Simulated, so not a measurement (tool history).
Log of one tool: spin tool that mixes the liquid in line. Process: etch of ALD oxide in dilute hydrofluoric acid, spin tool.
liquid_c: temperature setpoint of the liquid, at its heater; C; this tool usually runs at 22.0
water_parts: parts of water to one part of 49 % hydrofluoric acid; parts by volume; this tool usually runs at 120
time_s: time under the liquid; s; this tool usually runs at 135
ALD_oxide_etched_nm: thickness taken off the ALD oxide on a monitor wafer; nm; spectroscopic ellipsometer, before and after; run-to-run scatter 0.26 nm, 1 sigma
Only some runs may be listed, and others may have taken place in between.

run     day  liquid_c  water_parts  time_s  read-back film thickness of the ALD oxide reference wafer, read on the same gauge (nm)  ALD_oxide_etched_nm
  1   0.000      22.0          145     115                                                                                   30.04                26.52
  2   1.358      22.0          145     115                                                                                   30.00                26.69
  3   2.575      22.0          120     135                                                                                   29.95                39.08
  4   6.450      22.0          120     135                                                                                   30.00                39.49
  5   7.271      22.0          120     135                                                                                   30.02                33.03
  6   7.962      22.0          120     135                                                                                   29.97                33.01
  7   8.783      22.0          120     135                                                                                   30.02                33.10
  8   9.788      22.0          120     135                                                                                   29.98                33.13
  9  11.021      19.0          120     135                                                                                   30.00                29.24
 10  12.121      22.0          155     170                                                                                   30.03                31.53
 11  12.946      20.5          170     205                                                                                   30.00                32.00
 12  13.542      22.0          120      75                                                                                   30.00                18.58
 13  14.900      22.0          120     135                                                                                   30.02                34.18
 14  16.325      22.0          120     135                                                                                   30.00                34.49
 15  16.896      24.5          120     185                                                                                   30.03                51.69
 16  17.408      24.5           60     180                                                                                   29.95               110.14
 17  18.550      20.5          150     205                                                                                   29.99                38.23
 18  19.971      22.0          120     135                                                                                   29.94                34.93
 19  21.071      20.0          120     170                                                                                   30.03                41.31
 20  21.946      20.0          120     195                                                                                   30.04                46.90
 21  23.029      19.0          155     175                                                                                   29.93                30.17
 22  24.425      25.5          100     195                                                                                   30.00                72.65
 23  25.833      25.5          120     135                                                                                   29.98                40.44
 24  27.254      22.0          140     135                                                                                   29.98                30.07
 25  28.421      22.0          145      85                                                                                   29.98                18.55
 26  29.283      22.0          120     135                                                                                   30.01                36.07
 27  30.758      22.0          120     195                                                                                   29.96                53.22
 28  31.288      22.0          120     135                                                                                   29.95                36.90
 29  31.808      22.0          120     135                                                                                   30.00                37.54
 30  33.088      22.0          120     135                                                                                   29.99                37.28
 31  33.842      25.5          155     100                                                                                   30.02                23.38
 32  34.692      22.0          120     135                                                                                   30.02                37.54
 33  36.133      22.0          120     135                                                                                   29.98                38.20

Missing from the log above: 3 entries noted between runs. For each, name the pair of listed runs it sits between and say how the tool's hidden condition differs from the listed run just before to the listed run just after:
After run 4, before run 5: hydrofluoric acid flow meter replaced (day 6.758); thermometer replaced (day 6.779)
  liquid hotter than its thermometer reads (K): 2.08 -> 0.128; hydrofluoric acid flow above the setpoint (%): 11.4 -> 0.654
  difference, measured minus the result without the unlogged condition, ALD_oxide_etched_nm: +7.32 -> +0.41 nm
After run 15, before run 16: gauge calibrated (day 17.296)
  liquid hotter than its thermometer reads (K): 0.751 -> 0.784; hydrofluoric acid flow above the setpoint (%): 2.78 -> 2.9
  difference, measured minus the result without the unlogged condition, ALD_oxide_etched_nm: +3.03 -> +6.67 nm

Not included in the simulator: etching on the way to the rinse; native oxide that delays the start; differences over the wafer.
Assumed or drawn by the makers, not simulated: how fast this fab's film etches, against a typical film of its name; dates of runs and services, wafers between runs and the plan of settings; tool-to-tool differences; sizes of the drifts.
